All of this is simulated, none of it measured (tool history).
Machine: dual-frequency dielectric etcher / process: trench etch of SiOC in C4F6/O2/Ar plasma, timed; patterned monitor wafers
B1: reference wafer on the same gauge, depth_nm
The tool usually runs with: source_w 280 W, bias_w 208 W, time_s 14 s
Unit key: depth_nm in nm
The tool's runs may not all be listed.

Run 1, hour 0: usual settings but source_w 260 W; B1 31.18. Result: depth_nm 26.8 nm.
Run 2, hour 36.9: usual settings but time_s 11 s; B1 31.21. Result: depth_nm 21.51 nm.
Run 3, hour 90.6: usual settings; B1 31.19. Result: depth_nm 27.46 nm.
Run 4, hour 148.6: usual settings; B1 31.2. Result: depth_nm 27.51 nm.
Run 5, hour 208.2: usual settings; B1 31.21. Result: depth_nm 27.77 nm.
At hour 288.1: upper electrode replaced.
Run 6, hour 288.6: usual settings; B1 31.21. Result: depth_nm 27.76 nm.
Run 7, hour 305.6: usual settings but bias_w 232 W, time_s 11.5 s; B1 31.2. Result: depth_nm 23.8 nm.
At hour 342.5: wet clean of the chamber.
At hour 344.1: source power generator calibrated.
Run 8, hour 357.9: usual settings; B1 31.2. Result: depth_nm 27.22 nm.
At hour 375.4: gauge calibrated.
Run 9, hour 403.2: usual settings but source_w 320 W, bias_w 166 W, time_s 17 s; B1 31.2. Result: depth_nm 31.61 nm.
Run 10, hour 433.3: usual settings but bias_w 236 W, time_s 11 s; B1 31.22. Result: depth_nm 22.61 nm.
Run 11, hour 467.2: usual settings but source_w 310 W, bias_w 182 W, time_s 13 s; B1 31.19. Result: depth_nm 24.96 nm.
At hour 475.2: bias power generator calibrated.
Run 12, hour 515.6: usual settings; B1 31.2. Result: depth_nm 27.52 nm.
Run 13, hour 584: usual settings but source_w 320 W, bias_w 179 W, time_s 12.5 s; B1 31.2. Result: depth_nm 24.31 nm.
Run 14, hour 630.2: usual settings but source_w 240 W, bias_w 236 W, time_s 15.5 s; B1 31.2. Result: depth_nm 30.9 nm.
Run 15, hour 670.5: usual settings but source_w 350 W, time_s 10.5 s; B1 31.21. Result: depth_nm 22.22 nm.

For each run, what was the tool's unlogged condition?
source power that arrives over what is set, %: 0, the same for each run
bias power that arrives over what is set, %: 0, the same for each run
gauge reads high (%): 0, the same for each run
H1: etch rate over this chamber's usual, %
run     H1
  1   0.71
  2  0.926
  3   1.24
  4   1.58
  5   1.93
  6    2.4
  7    2.5
  8  0.358
  9  0.622
 10  0.798
 11  0.996
 12   1.28
 13   1.68
 14   1.95
 15   2.18
